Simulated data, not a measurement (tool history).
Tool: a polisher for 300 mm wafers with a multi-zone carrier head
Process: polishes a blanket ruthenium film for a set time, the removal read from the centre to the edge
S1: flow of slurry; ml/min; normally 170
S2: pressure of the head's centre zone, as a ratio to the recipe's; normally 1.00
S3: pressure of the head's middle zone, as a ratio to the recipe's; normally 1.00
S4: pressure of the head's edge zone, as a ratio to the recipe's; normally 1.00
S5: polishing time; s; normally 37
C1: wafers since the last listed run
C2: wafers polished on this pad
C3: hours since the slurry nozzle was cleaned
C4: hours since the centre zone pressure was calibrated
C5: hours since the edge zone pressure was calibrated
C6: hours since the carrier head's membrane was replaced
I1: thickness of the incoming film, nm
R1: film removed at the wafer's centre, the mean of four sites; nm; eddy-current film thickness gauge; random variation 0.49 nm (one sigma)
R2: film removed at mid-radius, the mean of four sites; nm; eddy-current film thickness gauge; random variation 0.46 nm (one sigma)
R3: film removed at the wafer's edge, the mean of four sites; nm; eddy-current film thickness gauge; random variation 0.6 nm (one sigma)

run 1 hour=0.0 | S1=170 S2=0.92 S3=1.00 S4=1.00 S5=37 | C1=0 C2=395 C3=212.2 C4=330.1 C5=297.9 C6=457.7 | I1=286.4 | R1=69.2 R2=74.7 R3=73.2
run 2 hour=26.4 | S1=170 S2=0.92 S3=1.00 S4=1.00 S5=37 | C1=289 C2=684 C3=238.6 C4=356.5 C5=324.3 C6=484.1 | I1=291.5 | R1=69.1 R2=73.8 R3=71.7
run 3 hour=42.6 | S1=200 S2=1.00 S3=1.00 S4=1.00 S5=37 | C1=177 C2=862 C3=254.8 C4=372.7 C5=340.5 C6=500.3 | I1=289.9 | R1=75.8 R2=76.8 R3=74.9
-- hour=51.6 worn pad replaced by a new one
run 4 hour=56.2 | S1=200 S2=1.00 S3=1.00 S4=1.00 S5=37 | C1=105 C2=49 C3=268.4 C4=386.3 C5=354.1 C6=513.9 | I1=287.0 | R1=76.5 R2=76.8 R3=74.3
run 5 hour=83.5 | S1=170 S2=1.00 S3=1.00 S4=1.00 S5=37 | C1=299 C2=348 C3=295.7 C4=413.6 C5=381.4 C6=541.2 | I1=294.3 | R1=74.1 R2=74.8 R3=72.1
run 6 hour=97.6 | S1=170 S2=1.00 S3=1.00 S4=1.00 S5=37 | C1=154 C2=503 C3=309.8 C4=427.7 C5=395.5 C6=555.3 | I1=294.9 | R1=74.2 R2=75.5 R3=72.4
run 7 hour=128.6 | S1=170 S2=1.00 S3=1.00 S4=1.00 S5=37 | C1=339 C2=842 C3=340.8 C4=458.7 C5=426.5 C6=586.3 | I1=292.9 | R1=74.8 R2=74.6 R3=72.3
-- hour=160.3 worn pad replaced by a new one
run 8 hour=160.8 | S1=170 S2=1.08 S3=1.00 S4=1.00 S5=37 | C1=308 C2=5 C3=373.0 C4=490.9 C5=458.7 C6=618.5 | I1=289.8 | R1=78.9 R2=74.9 R3=72.7
run 9 hour=176.1 | S1=170 S2=1.08 S3=1.00 S4=1.00 S5=37 | C1=167 C2=172 C3=388.3 C4=506.2 C5=474.0 C6=633.8 | I1=284.7 | R1=78.4 R2=75.1 R3=72.4
-- hour=187.6 edge zone pressure recalibrated
run 10 hour=207.0 | S1=170 S2=1.08 S3=1.00 S4=1.00 S5=37 | C1=316 C2=489 C3=419.2 C4=537.1 C5=19.4 C6=664.7 | I1=290.6 | R1=78.6 R2=74.5 R3=71.7
run 11 hour=220.0 | S1=170 S2=1.00 S3=0.93 S4=1.00 S5=37 | C1=142 C2=631 C3=432.2 C4=550.1 C5=32.4 C6=677.7 | I1=293.1 | R1=73.5 R2=69.9 R3=72.4
run 12 hour=238.4 | S1=115 S2=1.00 S3=1.00 S4=1.00 S5=37 | C1=201 C2=833 C3=450.6 C4=568.5 C5=50.8 C6=696.1 | I1=292.9 | R1=66.8 R2=68.0 R3=67.9
run 13 hour=256.9 | S1=170 S2=1.05 S3=0.92 S4=0.96 S5=37 | C1=202 C2=1035 C3=469.1 C4=587.0 C5=69.3 C6=714.6 | I1=291.3 | R1=76.7 R2=69.7 R3=71.6
-- hour=262.3 worn pad replaced by a new one
-- hour=272.0 carrier head's membrane replaced by a new one
run 14 hour=279.7 | S1=115 S2=1.00 S3=1.00 S4=1.00 S5=37 | C1=151 C2=136 C3=491.9 C4=609.8 C5=92.1 C6=7.7 | I1=284.8 | R1=65.6 R2=67.7 R3=68.7
-- hour=299.3 slurry nozzle cleaned
run 15 hour=308.9 | S1=170 S2=1.00 S3=1.00 S4=1.03 S5=37 | C1=308 C2=445 C3=9.6 C4=639.0 C5=121.3 C6=36.9 | I1=288.8 | R1=73.3 R2=75.3 R3=73.2
run 16 hour=343.8 | S1=220 S2=1.00 S3=1.00 S4=1.08 S5=44 | C1=382 C2=827 C3=44.5 C4=673.9 C5=156.2 C6=71.8 | I1=287.1 | R1=91.6 R2=92.5 R3=92.3
-- hour=351.1 centre zone pressure recalibrated
-- hour=356.0 worn pad replaced by a new one
run 17 hour=366.1 | S1=170 S2=0.90 S3=1.00 S4=0.96 S5=37 | C1=178 C2=110 C3=66.8 C4=15.0 C5=178.5 C6=94.1 | I1=289.1 | R1=67.4 R2=74.0 R3=70.9
run 18 hour=394.2 | S1=170 S2=1.06 S3=1.00 S4=1.12 S5=37 | C1=307 C2=418 C3=94.9 C4=43.1 C5=206.6 C6=122.2 | I1=292.6 | R1=77.5 R2=75.1 R3=76.0
run 19 hour=421.0 | S1=170 S2=1.00 S3=1.00 S4=1.00 S5=29 | C1=293 C2=712 C3=121.7 C4=69.9 C5=233.4 C6=149.0 | I1=291.9 | R1=57.1 R2=58.9 R3=56.8
-- hour=449.5 worn pad replaced by a new one
run 20 hour=454.9 | S1=135 S2=1.00 S3=1.00 S4=1.00 S5=37 | C1=327 C2=59 C3=155.6 C4=103.8 C5=267.3 C6=182.9 | I1=292.5 | R1=69.7 R2=71.2 R3=70.2
run 21 hour=478.9 | S1=205 S2=1.00 S3=1.00 S4=1.00 S5=37 | C1=262 C2=322 C3=179.6 C4=127.8 C5=291.3 C6=206.9 | I1=289.7 | R1=76.7 R2=76.8 R3=75.5
run 22 hour=492.2 | S1=170 S2=1.00 S3=1.00 S4=1.00 S5=37 | C1=145 C2=468 C3=192.9 C4=141.1 C5=304.6 C6=220.2 | I1=288.1 | R1=75.0 R2=74.5 R3=71.9

4 ways to go on from here, each from the tool as it stands after run 22. What would each give?
run A hour=492.6 | S1=170 S2=1.00 S3=1.07 S4=1.00 S5=37 | C1=4 C2=472 C3=193.3 C4=141.5 C5=305.0 C6=220.6 | I1=289.7 | R1=? R2=? R3=?
run B hour=492.6 | S1=200 S2=1.00 S3=1.10 S4=1.00 S5=42 | C1=4 C2=472 C3=193.3 C4=141.5 C5=305.0 C6=220.6 | I1=289.7 | R1=? R2=? R3=?
run C hour=492.6 | S1=130 S2=1.11 S3=1.00 S4=1.00 S5=37 | C1=4 C2=472 C3=193.3 C4=141.5 C5=305.0 C6=220.6 | I1=289.7 | R1=? R2=? R3=?
run D hour=492.6 | S1=215 S2=1.00 S3=1.00 S4=1.00 S5=42 | C1=4 C2=472 C3=193.3 C4=141.5 C5=305.0 C6=220.6 | I1=289.7 | R1=? R2=? R3=?

run=A R1=73.0 R2=79.3 R3=72.4
run=B R1=85.5 R2=94.8 R3=83.8
run=C R1=74.4 R2=70.6 R3=69.5
run=D R1=86.4 R2=88.4 R3=84.6
Take away the tool's hidden state, keep each run's random variation, and the runs would have read:
run=A R1=73.0 R2=79.3 R3=72.4
run=B R1=85.5 R2=94.8 R3=83.8
run=C R1=74.4 R2=70.6 R3=69.5
run=D R1=86.4 R2=88.4 R3=84.6

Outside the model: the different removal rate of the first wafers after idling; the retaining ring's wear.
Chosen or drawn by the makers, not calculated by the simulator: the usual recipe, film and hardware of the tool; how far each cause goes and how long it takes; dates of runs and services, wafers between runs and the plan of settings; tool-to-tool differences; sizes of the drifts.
